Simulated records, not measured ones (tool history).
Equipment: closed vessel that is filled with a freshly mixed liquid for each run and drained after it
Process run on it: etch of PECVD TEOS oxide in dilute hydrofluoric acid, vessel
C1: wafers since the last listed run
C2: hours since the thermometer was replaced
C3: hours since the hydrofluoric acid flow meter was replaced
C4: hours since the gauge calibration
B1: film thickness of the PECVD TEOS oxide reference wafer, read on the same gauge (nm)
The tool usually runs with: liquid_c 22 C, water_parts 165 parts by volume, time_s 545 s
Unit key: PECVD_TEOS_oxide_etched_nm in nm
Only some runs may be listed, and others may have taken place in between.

Run 1, day 0: usual settings; C1 0; C2 1468.7; C3 242.2; C4 4384.7; B1 90. Result: PECVD_TEOS_oxide_etched_nm 38.19 nm.
Run 2, day 3.088: usual settings but time_s 380 s; C1 4857; C2 1542.8; C3 316.3; C4 4458.8; B1 90.01. Result: PECVD_TEOS_oxide_etched_nm 26.62 nm.
Run 3, day 5.208: usual settings; C1 3336; C2 1593.7; C3 367.2; C4 4509.7; B1 90.06. Result: PECVD_TEOS_oxide_etched_nm 38.41 nm.
Run 4, day 9.15: usual settings; C1 6200; C2 1688.3; C3 461.8; C4 4604.3; B1 89.99. Result: PECVD_TEOS_oxide_etched_nm 38.5 nm.
At day 11.183: thermometer replaced.
At day 11.658: gauge calibrated.
Run 5, day 13.379: usual settings; C1 6587; C2 52.7; C3 563.3; C4 41.3; B1 90.01. Result: PECVD_TEOS_oxide_etched_nm 36.99 nm.
Run 6, day 15.346: usual settings; C1 3093; C2 99.9; C3 610.5; C4 88.5; B1 90.01. Result: PECVD_TEOS_oxide_etched_nm 36.91 nm.
Run 7, day 18.367: usual settings; C1 4752; C2 172.4; C3 683; C4 161; B1 90. Result: PECVD_TEOS_oxide_etched_nm 37.13 nm.
Run 8, day 21.925: usual settings but liquid_c 19.5 C, water_parts 130 parts by volume, time_s 690 s; C1 5597; C2 257.8; C3 768.4; C4 246.4; B1 90.05. Result: PECVD_TEOS_oxide_etched_nm 55.92 nm.
Run 9, day 25.625: usual settings but liquid_c 27 C, water_parts 125 parts by volume, time_s 760 s; C1 5820; C2 346.6; C3 857.2; C4 335.2; B1 89.98. Result: PECVD_TEOS_oxide_etched_nm 87 nm.
At day 28.375: hydrofluoric acid flow meter replaced.
Run 10, day 28.442: usual settings; C1 4365; C2 414.2; C3 1.6; C4 402.8; B1 89.97. Result: PECVD_TEOS_oxide_etched_nm 37.31 nm.
Run 11, day 32.754: usual settings; C1 6784; C2 517.7; C3 105.1; C4 506.3; B1 89.96. Result: PECVD_TEOS_oxide_etched_nm 37.29 nm.
Run 12, day 34.954: usual settings; C1 3460; C2 570.5; C3 157.9; C4 559.1; B1 89.99. Result: PECVD_TEOS_oxide_etched_nm 37.61 nm.
Run 13, day 47.912: usual settings but liquid_c 18 C, water_parts 205 parts by volume; C1 20385; C2 881.5; C3 468.9; C4 870.1; B1 90.01. Result: PECVD_TEOS_oxide_etched_nm 24.75 nm.
Run 14, day 55.983: usual settings but liquid_c 24 C, water_parts 105 parts by volume; C1 12696; C2 1075.2; C3 662.6; C4 1063.8; B1 90.03. Result: PECVD_TEOS_oxide_etched_nm 69.35 nm.
Run 15, day 60.396: usual settings but liquid_c 18 C, water_parts 195 parts by volume; C1 6941; C2 1181.1; C3 768.5; C4 1169.7; B1 90.04. Result: PECVD_TEOS_oxide_etched_nm 26.61 nm.
Run 16, day 62.425: usual settings but liquid_c 25.5 C; C1 3192; C2 1229.8; C3 817.2; C4 1218.4; B1 90. Result: PECVD_TEOS_oxide_etched_nm 42.97 nm.

For run 17, what comes out?
At day 63.938: hydrofluoric acid flow meter replaced.
Run 17, day 64.683: usual settings but time_s 430 s; C1 3487; C2 1284; C3 17.9; C4 1272.6; B1 ?. Result: PECVD_TEOS_oxide_etched_nm ?.

B1: 90
PECVD_TEOS_oxide_etched_nm: 30.03 nm
On a tool with no hidden condition, and with the same random variation, this run would have come out at PECVD_TEOS_oxide_etched_nm 29.17 nm.
